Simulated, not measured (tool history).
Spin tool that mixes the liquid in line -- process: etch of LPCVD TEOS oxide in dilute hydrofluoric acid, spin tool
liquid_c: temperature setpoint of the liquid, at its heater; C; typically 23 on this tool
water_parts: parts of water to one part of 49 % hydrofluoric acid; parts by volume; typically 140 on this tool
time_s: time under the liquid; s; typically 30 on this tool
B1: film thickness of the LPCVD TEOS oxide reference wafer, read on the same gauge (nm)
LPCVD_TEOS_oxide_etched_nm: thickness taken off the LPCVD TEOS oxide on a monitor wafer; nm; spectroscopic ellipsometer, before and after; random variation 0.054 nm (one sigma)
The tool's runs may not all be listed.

Run 1, hour 0: usual settings but water_parts 180 parts by volume; B1 110. Result: LPCVD_TEOS_oxide_etched_nm 5.1 nm.
Run 2, hour 7.3: usual settings but water_parts 180 parts by volume; B1 110.03. Result: LPCVD_TEOS_oxide_etched_nm 5.05 nm.
Run 3, hour 24.9: usual settings; B1 110.01. Result: LPCVD_TEOS_oxide_etched_nm 6.87 nm.
At hour 32.6: hydrofluoric acid flow meter replaced.
Run 4, hour 35: usual settings but time_s 25 s; B1 109.98. Result: LPCVD_TEOS_oxide_etched_nm 6.6 nm.
Run 5, hour 52.8: usual settings but time_s 25 s; B1 109.97. Result: LPCVD_TEOS_oxide_etched_nm 6.65 nm.
Run 6, hour 68.5: usual settings but time_s 25 s; B1 110.02. Result: LPCVD_TEOS_oxide_etched_nm 6.7 nm.
At hour 76.5: thermometer replaced.
Run 7, hour 83: usual settings but water_parts 155 parts by volume; B1 109.98. Result: LPCVD_TEOS_oxide_etched_nm 7.11 nm.
Run 8, hour 98.4: usual settings but water_parts 155 parts by volume; B1 110. Result: LPCVD_TEOS_oxide_etched_nm 6.96 nm.
Run 9, hour 114.2: usual settings but water_parts 155 parts by volume; B1 109.97. Result: LPCVD_TEOS_oxide_etched_nm 7.07 nm.
Run 10, hour 128.3: usual settings; B1 110.01. Result: LPCVD_TEOS_oxide_etched_nm 7.92 nm.
At hour 130.2: gauge calibrated.
Run 11, hour 137.8: usual settings but time_s 15 s; B1 110.01. Result: LPCVD_TEOS_oxide_etched_nm 3.92 nm.
Run 12, hour 153.8: usual settings but water_parts 120 parts by volume, time_s 25 s; B1 110. Result: LPCVD_TEOS_oxide_etched_nm 7.88 nm.
Run 13, hour 167.7: usual settings but liquid_c 18 C, water_parts 85 parts by volume, time_s 25 s; B1 109.99. Result: LPCVD_TEOS_oxide_etched_nm 9.33 nm.
Run 14, hour 185.6: usual settings; B1 110.02. Result: LPCVD_TEOS_oxide_etched_nm 7.88 nm.
Run 15, hour 195.3: usual settings but liquid_c 20 C; B1 109.99. Result: LPCVD_TEOS_oxide_etched_nm 7.04 nm.
Run 16, hour 204.6: usual settings but water_parts 175 parts by volume, time_s 25 s; B1 109.98. Result: LPCVD_TEOS_oxide_etched_nm 5.04 nm.
Run 17, hour 214.3: usual settings but water_parts 115 parts by volume; B1 109.97. Result: LPCVD_TEOS_oxide_etched_nm 9.82 nm.
Run 18, hour 221.1: usual settings but liquid_c 18 C, water_parts 85 parts by volume, time_s 25 s; B1 110.01. Result: LPCVD_TEOS_oxide_etched_nm 9.38 nm.
Run 19, hour 237.5: usual settings but water_parts 175 parts by volume; B1 110.01. Result: LPCVD_TEOS_oxide_etched_nm 6.06 nm.
Run 20, hour 255.2: usual settings but liquid_c 28 C, water_parts 105 parts by volume, time_s 15 s; B1 109.98. Result: LPCVD_TEOS_oxide_etched_nm 6.62 nm.
Run 21, hour 268.5: usual settings but liquid_c 24.5 C, water_parts 160 parts by volume, time_s 15 s; B1 110. Result: LPCVD_TEOS_oxide_etched_nm 3.53 nm.
Run 22, hour 282.6: usual settings but liquid_c 24.5 C, water_parts 95 parts by volume, time_s 35 s; B1 109.97. Result: LPCVD_TEOS_oxide_etched_nm 15.03 nm.
Run 23, hour 290.4: usual settings but liquid_c 19.5 C, water_parts 95 parts by volume, time_s 35 s; B1 110.01. Result: LPCVD_TEOS_oxide_etched_nm 12.22 nm.
Run 24, hour 305.7: usual settings but water_parts 195 parts by volume, time_s 35 s; B1 110.01. Result: LPCVD_TEOS_oxide_etched_nm 6.13 nm.
Run 25, hour 312.7: usual settings; B1 110.01. Result: LPCVD_TEOS_oxide_etched_nm 7.84 nm.
Run 26, hour 330.3: usual settings but water_parts 75 parts by volume; B1 110.02. Result: LPCVD_TEOS_oxide_etched_nm 15.8 nm.
Run 27, hour 344.9: usual settings but liquid_c 28 C, water_parts 105 parts by volume, time_s 15 s; B1 109.97. Result: LPCVD_TEOS_oxide_etched_nm 6.55 nm.
Run 28, hour 357.1: usual settings but liquid_c 18 C, water_parts 85 parts by volume, time_s 25 s; B1 109.99. Result: LPCVD_TEOS_oxide_etched_nm 9.32 nm.
Run 29, hour 365.5: usual settings but liquid_c 19.5 C, time_s 15 s; B1 109.99. Result: LPCVD_TEOS_oxide_etched_nm 3.42 nm.
Run 30, hour 414.7: usual settings but time_s 50 s; B1 110.01. Result: LPCVD_TEOS_oxide_etched_nm 12.93 nm.
Run 31, hour 423.3: usual settings; B1 109.99. Result: LPCVD_TEOS_oxide_etched_nm 7.82 nm.
Run 32, hour 440.3: usual settings; B1 109.99. Result: LPCVD_TEOS_oxide_etched_nm 7.85 nm.
Run 33, hour 451.3: usual settings but liquid_c 19 C, water_parts 70 parts by volume; B1 110.02. Result: LPCVD_TEOS_oxide_etched_nm 14.24 nm.
Run 34, hour 468.1: usual settings; B1 110.01. Result: LPCVD_TEOS_oxide_etched_nm 7.71 nm.

Forecast each of these 3 alternatives for the next run:
Run A, hour 468.5: usual settings; B1 ?. Result: LPCVD_TEOS_oxide_etched_nm ?.
Run B, hour 468.5: usual settings but liquid_c 26.5 C; B1 ?. Result: LPCVD_TEOS_oxide_etched_nm ?.
Run C, hour 468.5: usual settings but liquid_c 21.5 C; B1 ?. Result: LPCVD_TEOS_oxide_etched_nm ?.

run      B1  LPCVD_TEOS_oxide_etched_nm
  A  110.01                        7.79
  B  110.01                         8.9
  C  110.01                        7.35
With the hidden condition removed and each run's random variation left untouched, the same runs would have given:
run  LPCVD_TEOS_oxide_etched_nm
  A                        8.03
  B                        9.17
  C                        7.57
